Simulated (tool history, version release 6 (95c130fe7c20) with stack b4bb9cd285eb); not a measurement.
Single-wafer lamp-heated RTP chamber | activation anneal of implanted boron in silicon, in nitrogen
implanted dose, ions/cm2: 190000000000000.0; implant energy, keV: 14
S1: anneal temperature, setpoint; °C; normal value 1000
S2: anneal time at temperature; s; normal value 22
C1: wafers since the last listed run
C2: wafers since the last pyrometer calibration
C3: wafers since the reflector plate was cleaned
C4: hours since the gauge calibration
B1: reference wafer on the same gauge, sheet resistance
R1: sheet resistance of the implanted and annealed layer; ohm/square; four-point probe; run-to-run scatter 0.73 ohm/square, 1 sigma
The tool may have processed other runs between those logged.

{"run": 1, "hour": 0.0, "S1": 1000, "S2": 22, "C1": 0, "C2": 4331, "C3": 10926, "C4": 2.7, "B1": 403.98, "R1": 486.84}
{"run": 2, "hour": 8.1, "S1": 1000, "S2": 22, "C1": 131, "C2": 4462, "C3": 11057, "C4": 10.8, "B1": 403.74, "R1": 485.71}
{"run": 3, "hour": 23.5, "S1": 1000, "S2": 22, "C1": 249, "C2": 4711, "C3": 11306, "C4": 26.2, "B1": 403.99, "R1": 485.04}
{"run": 4, "hour": 36.0, "S1": 1009, "S2": 22, "C1": 202, "C2": 4914, "C3": 11509, "C4": 38.7, "B1": 403.96, "R1": 483.0}
{"run": 5, "hour": 46.1, "S1": 1009, "S2": 22, "C1": 163, "C2": 5077, "C3": 11672, "C4": 48.8, "B1": 403.87, "R1": 483.19}
{"run": 6, "hour": 55.1, "S1": 1000, "S2": 22, "C1": 145, "C2": 5223, "C3": 11818, "C4": 57.8, "B1": 404.02, "R1": 484.18}
{"run": 7, "hour": 64.4, "S1": 1000, "S2": 22, "C1": 150, "C2": 5374, "C3": 11969, "C4": 67.1, "B1": 404.0, "R1": 484.9}
{"run": 8, "hour": 77.6, "S1": 1000, "S2": 17, "C1": 213, "C2": 5588, "C3": 12183, "C4": 80.3, "B1": 403.89, "R1": 485.54}
{"run": 9, "hour": 84.0, "S1": 1000, "S2": 19, "C1": 103, "C2": 5691, "C3": 12286, "C4": 86.7, "B1": 403.77, "R1": 484.65}
{"run": 10, "hour": 91.4, "S1": 1000, "S2": 19, "C1": 119, "C2": 5811, "C3": 12406, "C4": 94.1, "B1": 403.83, "R1": 484.48}
{"hour": 112.6, "done": "pyrometer window cleaned and pyrometer calibrated"}
{"run": 11, "hour": 113.1, "S1": 981, "S2": 22, "C1": 221, "C2": 8, "C3": 12628, "C4": 115.8, "B1": 404.06, "R1": 495.27}
{"run": 12, "hour": 121.5, "S1": 973, "S2": 31, "C1": 136, "C2": 144, "C3": 12764, "C4": 124.2, "B1": 404.06, "R1": 496.83}
{"run": 13, "hour": 129.0, "S1": 979, "S2": 18, "C1": 121, "C2": 266, "C3": 12885, "C4": 131.7, "B1": 404.09, "R1": 496.3}
{"hour": 140.5, "done": "reflector plate cleaned"}
{"run": 14, "hour": 141.0, "S1": 1000, "S2": 22, "C1": 64, "C2": 331, "C3": 8, "C4": 143.7, "B1": 404.0, "R1": 484.11}
{"run": 15, "hour": 153.3, "S1": 1015, "S2": 19, "C1": 199, "C2": 530, "C3": 207, "C4": 156.0, "B1": 403.68, "R1": 480.9}
{"hour": 153.3, "done": "gauge calibrated"}
{"run": 16, "hour": 166.1, "S1": 1000, "S2": 22, "C1": 207, "C2": 737, "C3": 414, "C4": 12.8, "B1": 404.1, "R1": 483.95}
{"run": 17, "hour": 176.8, "S1": 973, "S2": 10, "C1": 173, "C2": 911, "C3": 588, "C4": 23.5, "B1": 404.1, "R1": 509.13}
{"run": 18, "hour": 227.3, "S1": 972, "S2": 26, "C1": 817, "C2": 1729, "C3": 1406, "C4": 74.0, "B1": 404.02, "R1": 499.78}
{"run": 19, "hour": 249.5, "S1": 1000, "S2": 10, "C1": 359, "C2": 2088, "C3": 1765, "C4": 96.2, "B1": 403.99, "R1": 487.99}
{"run": 20, "hour": 260.7, "S1": 1000, "S2": 22, "C1": 181, "C2": 2269, "C3": 1947, "C4": 107.4, "B1": 403.79, "R1": 485.29}
{"run": 21, "hour": 271.4, "S1": 1009, "S2": 31, "C1": 173, "C2": 2443, "C3": 2120, "C4": 118.1, "B1": 404.04, "R1": 483.46}

Take each entry between the runs: how does the hidden state at the last listed run before it differ from the hidden state at the first listed run after it?
Between runs 10 and 11: pyrometer window cleaned and pyrometer calibrated (hour 112.6)
  nothing in the hidden state changes from one run to the other
Between runs 13 and 14: reflector plate cleaned (hour 140.5)
  nothing in the hidden state changes from one run to the other
Between runs 15 and 16: gauge calibrated (hour 153.3)
  nothing in the hidden state changes from one run to the other
